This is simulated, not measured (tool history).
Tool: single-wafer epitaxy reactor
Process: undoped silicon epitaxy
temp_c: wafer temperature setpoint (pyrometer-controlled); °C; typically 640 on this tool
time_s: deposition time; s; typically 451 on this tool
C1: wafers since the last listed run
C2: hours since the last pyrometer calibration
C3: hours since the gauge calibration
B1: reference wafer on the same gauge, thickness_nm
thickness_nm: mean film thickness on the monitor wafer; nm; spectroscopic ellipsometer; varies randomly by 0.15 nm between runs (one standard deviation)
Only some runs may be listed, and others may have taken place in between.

Run 1, hour 0.0: usual settings; C1 0; C2 2651.8; C3 53.8; B1 58.771. Result: thickness_nm 64.915 nm.
Run 2, hour 7.9: usual settings; C1 47; C2 2659.7; C3 61.7; B1 58.704. Result: thickness_nm 64.866 nm.
Run 3, hour 22.3: usual settings but time_s 384 s; C1 86; C2 2674.1; C3 76.1; B1 58.810. Result: thickness_nm 55.478 nm.
Run 4, hour 35.9: usual settings; C1 82; C2 2687.7; C3 89.7; B1 58.722. Result: thickness_nm 65.354 nm.
Run 5, hour 48.2: usual settings; C1 74; C2 2700.0; C3 102.0; B1 58.795. Result: thickness_nm 65.306 nm.
Run 6, hour 63.8: usual settings; C1 94; C2 2715.6; C3 117.6; B1 58.850. Result: thickness_nm 64.895 nm.
At hour 105.7: pyrometer calibrated.
Run 7, hour 106.2: usual settings; C1 207; C2 0.5; C3 160.0; B1 58.845. Result: thickness_nm 58.590 nm.
Run 8, hour 116.4: usual settings; C1 61; C2 10.7; C3 170.2; B1 58.844. Result: thickness_nm 58.611 nm.
Run 9, hour 132.3: usual settings; C1 95; C2 26.6; C3 186.1; B1 58.785. Result: thickness_nm 58.505 nm.
Run 10, hour 147.5: usual settings but time_s 386 s; C1 91; C2 41.8; C3 201.3; B1 58.811. Result: thickness_nm 50.141 nm.
At hour 155.5: gauge calibrated.
Run 11, hour 158.9: usual settings but temp_c 632 °C; C1 68; C2 53.2; C3 3.4; B1 58.795. Result: thickness_nm 50.004 nm.
Run 12, hour 171.6: usual settings but temp_c 632 °C; C1 76; C2 65.9; C3 16.1; B1 58.759. Result: thickness_nm 50.088 nm.
Run 13, hour 187.6: usual settings; C1 96; C2 81.9; C3 32.1; B1 58.800. Result: thickness_nm 58.936 nm.
Run 14, hour 199.1: usual settings but temp_c 632 °C, time_s 521 s; C1 69; C2 93.4; C3 43.6; B1 58.733. Result: thickness_nm 57.957 nm.
Run 15, hour 212.8: usual settings; C1 82; C2 107.1; C3 57.3; B1 58.828. Result: thickness_nm 58.832 nm.
Run 16, hour 222.7: usual settings but temp_c 653 °C, time_s 535 s; C1 59; C2 117.0; C3 67.2; B1 58.822. Result: thickness_nm 89.478 nm.
Run 17, hour 239.3: usual settings but temp_c 631 °C, time_s 386 s; C1 100; C2 133.6; C3 83.8; B1 58.776. Result: thickness_nm 42.223 nm.
Run 18, hour 254.9: usual settings but temp_c 651 °C, time_s 416 s; C1 94; C2 149.2; C3 99.4; B1 58.731. Result: thickness_nm 67.329 nm.
Run 19, hour 261.9: usual settings but temp_c 627 °C, time_s 387 s; C1 42; C2 156.2; C3 106.4; B1 58.806. Result: thickness_nm 39.115 nm.
Run 20, hour 270.9: usual settings but temp_c 651 °C, time_s 377 s; C1 54; C2 165.2; C3 115.4; B1 58.806. Result: thickness_nm 60.762 nm.
Run 21, hour 284.0: usual settings; C1 79; C2 178.3; C3 128.5; B1 58.744. Result: thickness_nm 58.647 nm.
Run 22, hour 292.9: usual settings; C1 53; C2 187.2; C3 137.4; B1 58.814. Result: thickness_nm 59.095 nm.
Run 23, hour 310.6: usual settings but temp_c 631 °C, time_s 407 s; C1 106; C2 204.9; C3 155.1; B1 58.813. Result: thickness_nm 44.614 nm.
Run 24, hour 321.3: usual settings; C1 64; C2 215.6; C3 165.8; B1 58.751. Result: thickness_nm 59.178 nm.

List, for all runs, the conditions of the tool that the log does not record:
gauge reads high (%): 0 on each run
H1: wafer temperature above the value expected at the setpoint (K)
run       H1
  1     5.26
  2     5.27
  3      5.3
  4     5.33
  5     5.36
  6     5.39
  7   -0.151
  8    -0.13
  9  -0.0965
 10   -0.065
 11  -0.0413
 12   -0.015
 13   0.0182
 14    0.042
 15   0.0705
 16    0.091
 17    0.125
 18    0.158
 19    0.172
 20    0.191
 21    0.218
 22    0.237
 23    0.273
 24    0.296

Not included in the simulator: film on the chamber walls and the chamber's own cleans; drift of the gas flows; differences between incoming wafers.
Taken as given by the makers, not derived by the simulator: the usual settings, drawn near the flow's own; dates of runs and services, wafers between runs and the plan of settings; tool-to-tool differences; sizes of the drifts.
